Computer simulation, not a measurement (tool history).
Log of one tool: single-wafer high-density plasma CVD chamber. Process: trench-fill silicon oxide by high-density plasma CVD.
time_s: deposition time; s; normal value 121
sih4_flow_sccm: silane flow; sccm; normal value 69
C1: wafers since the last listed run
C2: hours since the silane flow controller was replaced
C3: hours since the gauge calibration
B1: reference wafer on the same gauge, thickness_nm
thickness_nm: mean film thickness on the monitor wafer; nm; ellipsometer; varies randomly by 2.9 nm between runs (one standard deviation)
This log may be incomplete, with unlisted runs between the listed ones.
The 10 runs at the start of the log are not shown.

run 11 hour=218.6 | time_s=129 sih4_flow_sccm=69 | C1=142 C2=4122.4 C3=90.1 | B1=777.177 | thickness_nm=800.506
run 12 hour=243.4 | time_s=121 sih4_flow_sccm=69 | C1=239 C2=4147.2 C3=114.9 | B1=776.992 | thickness_nm=751.758
run 13 hour=302.9 | time_s=121 sih4_flow_sccm=69 | C1=574 C2=4206.7 C3=174.4 | B1=776.029 | thickness_nm=752.181
run 14 hour=328.7 | time_s=121 sih4_flow_sccm=69 | C1=249 C2=4232.5 C3=200.2 | B1=775.092 | thickness_nm=749.729
run 15 hour=357.8 | time_s=121 sih4_flow_sccm=69 | C1=281 C2=4261.6 C3=229.3 | B1=775.257 | thickness_nm=752.992
run 16 hour=389.2 | time_s=121 sih4_flow_sccm=73 | C1=303 C2=4293 C3=260.7 | B1=773.05 | thickness_nm=786.948
run 17 hour=408.4 | time_s=121 sih4_flow_sccm=58 | C1=185 C2=4312.2 C3=279.9 | B1=772.486 | thickness_nm=628.574
run 18 hour=420.5 | time_s=138 sih4_flow_sccm=69 | C1=116 C2=4324.3 C3=292 | B1=771.474 | thickness_nm=856.51
-- hour=429.4 silane flow controller replaced
run 19 hour=441.6 | time_s=98 sih4_flow_sccm=63 | C1=126 C2=12.2 C3=313.1 | B1=771.412 | thickness_nm=553.038
run 20 hour=468.2 | time_s=143 sih4_flow_sccm=59 | C1=257 C2=38.8 C3=339.7 | B1=769.637 | thickness_nm=757.522
run 21 hour=504.1 | time_s=121 sih4_flow_sccm=69 | C1=346 C2=74.7 C3=375.6 | B1=768.075 | thickness_nm=745.987
run 22 hour=530.8 | time_s=138 sih4_flow_sccm=79 | C1=258 C2=101.4 C3=402.3 | B1=765.908 | thickness_nm=969.347
-- hour=537.1 gauge calibrated
run 23 hour=551.6 | time_s=121 sih4_flow_sccm=69 | C1=200 C2=122.2 C3=14.5 | B1=776.037 | thickness_nm=751.939
run 24 hour=571.6 | time_s=106 sih4_flow_sccm=56 | C1=193 C2=142.2 C3=34.5 | B1=775.797 | thickness_nm=535.486
run 25 hour=604 | time_s=121 sih4_flow_sccm=69 | C1=313 C2=174.6 C3=66.9 | B1=775.985 | thickness_nm=752.019
run 26 hour=626.5 | time_s=121 sih4_flow_sccm=69 | C1=217 C2=197.1 C3=89.4 | B1=775.681 | thickness_nm=753.104
run 27 hour=640.1 | time_s=121 sih4_flow_sccm=69 | C1=131 C2=210.7 C3=103 | B1=774.973 | thickness_nm=748.537
run 28 hour=663.6 | time_s=121 sih4_flow_sccm=82 | C1=227 C2=234.2 C3=126.5 | B1=775.068 | thickness_nm=890.994
run 29 hour=687 | time_s=121 sih4_flow_sccm=59 | C1=226 C2=257.6 C3=149.9 | B1=774.533 | thickness_nm=640.249
run 30 hour=708.7 | time_s=121 sih4_flow_sccm=69 | C1=209 C2=279.3 C3=171.6 | B1=774.331 | thickness_nm=750.7
run 31 hour=722.4 | time_s=139 sih4_flow_sccm=77 | C1=132 C2=293 C3=185.3 | B1=774.262 | thickness_nm=961.62
run 32 hour=736.7 | time_s=112 sih4_flow_sccm=81 | C1=138 C2=307.3 C3=199.6 | B1=772.923 | thickness_nm=820.324
run 33 hour=755.2 | time_s=100 sih4_flow_sccm=69 | C1=178 C2=325.8 C3=218.1 | B1=773.009 | thickness_nm=619.682
run 34 hour=789.7 | time_s=121 sih4_flow_sccm=73 | C1=333 C2=360.3 C3=252.6 | B1=772.428 | thickness_nm=790.1
run 35 hour=817.9 | time_s=144 sih4_flow_sccm=56 | C1=272 C2=388.5 C3=280.8 | B1=770.931 | thickness_nm=721.886

Branching from run 35: 3 alternative next runs. What would each branch give?
run A hour=818.3 | time_s=121 sih4_flow_sccm=62 | C1=3 C2=388.9 C3=281.2 | B1=? | thickness_nm=?
run B hour=818.3 | time_s=136 sih4_flow_sccm=77 | C1=3 C2=388.9 C3=281.2 | B1=? | thickness_nm=?
run C hour=818.3 | time_s=132 sih4_flow_sccm=80 | C1=3 C2=388.9 C3=281.2 | B1=? | thickness_nm=?

run=A B1=771.368 thickness_nm=674.576
run=B B1=771.368 thickness_nm=941.637
run=C B1=771.368 thickness_nm=949.55
What these runs would have given with no unlogged condition in the tool:
run=A thickness_nm=681.039
run=B thickness_nm=950.658
run=C thickness_nm=958.647
